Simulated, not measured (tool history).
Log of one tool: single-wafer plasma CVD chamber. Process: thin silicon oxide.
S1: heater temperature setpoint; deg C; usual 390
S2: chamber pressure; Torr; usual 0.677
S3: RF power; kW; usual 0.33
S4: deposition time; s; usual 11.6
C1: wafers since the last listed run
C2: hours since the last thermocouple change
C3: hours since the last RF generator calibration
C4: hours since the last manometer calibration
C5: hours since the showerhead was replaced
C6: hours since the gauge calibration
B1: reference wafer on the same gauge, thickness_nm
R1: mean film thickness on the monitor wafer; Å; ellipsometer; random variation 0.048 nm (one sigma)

run 1 day=0 | S1=390 S2=0.584 S3=0.33 S4=12.2 | C1=0 C2=120.8 C3=1960.1 C4=2888.4 C5=6473.8 C6=780.3 | B1=21.393 | R1=175.27
run 2 day=1.421 | S1=390 S2=0.677 S3=0.35 S4=11.6 | C1=745 C2=154.9 C3=1994.2 C4=2922.5 C5=6507.9 C6=814.4 | B1=21.392 | R1=197.75
run 3 day=2.904 | S1=390 S2=0.677 S3=0.35 S4=11.6 | C1=778 C2=190.5 C3=2029.8 C4=2958.1 C5=6543.5 C6=850 | B1=21.415 | R1=198.07
run 4 day=4.221 | S1=390 S2=0.677 S3=0.315 S4=11 | C1=690 C2=222.1 C3=2061.4 C4=2989.7 C5=6575.1 C6=881.6 | B1=21.398 | R1=180.23
run 5 day=5.104 | S1=390 S2=0.721 S3=0.33 S4=11.6 | C1=463 C2=243.3 C3=2082.6 C4=3010.9 C5=6596.3 C6=902.8 | B1=21.413 | R1=206.03
run 6 day=5.938 | S1=378 S2=0.621 S3=0.3 S4=10.7 | C1=437 C2=263.3 C3=2102.6 C4=3030.9 C5=6616.3 C6=922.8 | B1=21.401 | R1=157.75
run 7 day=6.688 | S1=399 S2=0.677 S3=0.295 S4=12.3 | C1=393 C2=281.3 C3=2120.6 C4=3048.9 C5=6634.3 C6=940.8 | B1=21.41 | R1=194.59
run 8 day=7.254 | S1=390 S2=0.677 S3=0.33 S4=11.6 | C1=297 C2=294.9 C3=2134.2 C4=3062.5 C5=6647.9 C6=954.4 | B1=21.424 | R1=193.5
run 9 day=8.238 | S1=390 S2=0.829 S3=0.305 S4=13.1 | C1=515 C2=318.5 C3=2157.8 C4=3086.1 C5=6671.5 C6=978 | B1=21.427 | R1=256.01
run 10 day=9.158 | S1=405 S2=0.677 S3=0.33 S4=10.5 | C1=483 C2=340.6 C3=2179.9 C4=3108.2 C5=6693.6 C6=1000.1 | B1=21.402 | R1=172.68
run 11 day=10.021 | S1=380 S2=0.582 S3=0.385 S4=9.8 | C1=452 C2=361.3 C3=2200.6 C4=3128.9 C5=6714.3 C6=1020.8 | B1=21.387 | R1=149.76
run 12 day=11.15 | S1=376 S2=0.677 S3=0.37 S4=13.7 | C1=592 C2=388.4 C3=2227.7 C4=3156 C5=6741.4 C6=1047.9 | B1=21.382 | R1=241.06
run 13 day=12.033 | S1=390 S2=0.584 S3=0.33 S4=12.2 | C1=463 C2=409.6 C3=2248.9 C4=3177.2 C5=6762.6 C6=1069.1 | B1=21.414 | R1=175.13
-- day=13.542 RF generator calibrated
run 14 day=13.562 | S1=390 S2=0.677 S3=0.395 S4=11.6 | C1=627 C2=446.3 C3=0.5 C4=3213.9 C5=6799.3 C6=1105.8 | B1=21.394 | R1=212.87
-- day=14.138 capacitance manometer re-zeroed and calibrated
run 15 day=14.233 | S1=390 S2=0.677 S3=0.33 S4=11.6 | C1=177 C2=462.4 C3=16.6 C4=2.3 C5=6815.4 C6=1121.9 | B1=21.388 | R1=198.67
run 16 day=14.875 | S1=390 S2=0.677 S3=0.33 S4=11.6 | C1=336 C2=477.8 C3=32 C4=17.7 C5=6830.8 C6=1137.3 | B1=21.395 | R1=198.24
run 17 day=16.062 | S1=396 S2=0.677 S3=0.33 S4=11.6 | C1=622 C2=506.3 C3=60.5 C4=46.2 C5=6859.3 C6=1165.8 | B1=21.389 | R1=197.5
-- day=16.579 gauge calibrated
run 18 day=16.854 | S1=398 S2=0.677 S3=0.37 S4=10.2 | C1=415 C2=525.3 C3=79.5 C4=65.2 C5=6878.3 C6=6.6 | B1=21.428 | R1=181.41
-- day=17.404 showerhead replaced
run 19 day=17.938 | S1=402 S2=0.677 S3=0.29 S4=11 | C1=393 C2=551.3 C3=105.5 C4=91.2 C5=12.8 C6=32.6 | B1=21.401 | R1=177.12
run 20 day=19.354 | S1=390 S2=0.529 S3=0.33 S4=12.9 | C1=743 C2=585.3 C3=139.5 C4=125.2 C5=46.8 C6=66.6 | B1=21.398 | R1=171.04
run 21 day=20.317 | S1=390 S2=0.677 S3=0.395 S4=11.6 | C1=504 C2=608.4 C3=162.6 C4=148.3 C5=69.9 C6=89.7 | B1=21.396 | R1=211.88
run 22 day=23.888 | S1=382 S2=0.677 S3=0.33 S4=11.6 | C1=1873 C2=694.1 C3=248.3 C4=234 C5=155.6 C6=175.4 | B1=21.4 | R1=199.37
run 23 day=25.196 | S1=390 S2=0.677 S3=0.33 S4=11.6 | C1=686 C2=725.5 C3=279.7 C4=265.4 C5=187 C6=206.8 | B1=21.386 | R1=197.14
run 24 day=26.133 | S1=390 S2=0.677 S3=0.33 S4=11.6 | C1=491 C2=748 C3=302.2 C4=287.9 C5=209.5 C6=229.3 | B1=21.394 | R1=196.38
run 25 day=27.567 | S1=375 S2=0.777 S3=0.265 S4=12.7 | C1=751 C2=782.4 C3=336.6 C4=322.3 C5=243.9 C6=263.7 | B1=21.397 | R1=227.17
run 26 day=28.408 | S1=390 S2=0.677 S3=0.33 S4=11.6 | C1=441 C2=802.6 C3=356.8 C4=342.5 C5=264.1 C6=283.9 | B1=21.377 | R1=196.54
run 27 day=29.5 | S1=377 S2=0.677 S3=0.33 S4=11.6 | C1=572 C2=828.8 C3=383 C4=368.7 C5=290.3 C6=310.1 | B1=21.419 | R1=198.82
run 28 day=30.225 | S1=403 S2=0.677 S3=0.33 S4=10.1 | C1=380 C2=846.2 C3=400.4 C4=386.1 C5=307.7 C6=327.5 | B1=21.406 | R1=169.2
run 29 day=31.488 | S1=375 S2=0.777 S3=0.265 S4=12.7 | C1=662 C2=876.5 C3=430.7 C4=416.4 C5=338 C6=357.8 | B1=21.4 | R1=227.1

Forecast each of these 4 alternatives for the next run:
run A day=31.504 | S1=390 S2=0.677 S3=0.33 S4=9.5 | C1=8 C2=876.9 C3=431.1 C4=416.8 C5=338.4 C6=358.2 | B1=? | R1=?
run B day=31.504 | S1=390 S2=0.677 S3=0.33 S4=12.6 | C1=8 C2=876.9 C3=431.1 C4=416.8 C5=338.4 C6=358.2 | B1=? | R1=?
run C day=31.504 | S1=382 S2=0.677 S3=0.355 S4=11.6 | C1=8 C2=876.9 C3=431.1 C4=416.8 C5=338.4 C6=358.2 | B1=? | R1=?
run D day=31.504 | S1=379 S2=0.624 S3=0.33 S4=11.6 | C1=8 C2=876.9 C3=431.1 C4=416.8 C5=338.4 C6=358.2 | B1=? | R1=?

run=A B1=21.396 R1=161.82
run=B B1=21.396 R1=214.45
run=C B1=21.396 R1=204.28
run=D B1=21.396 R1=183.33
Without the tool's hidden state the same runs would have given:
run=A R1=164.66
run=B R1=218.21
run=C R1=207.86
run=D R1=186.54

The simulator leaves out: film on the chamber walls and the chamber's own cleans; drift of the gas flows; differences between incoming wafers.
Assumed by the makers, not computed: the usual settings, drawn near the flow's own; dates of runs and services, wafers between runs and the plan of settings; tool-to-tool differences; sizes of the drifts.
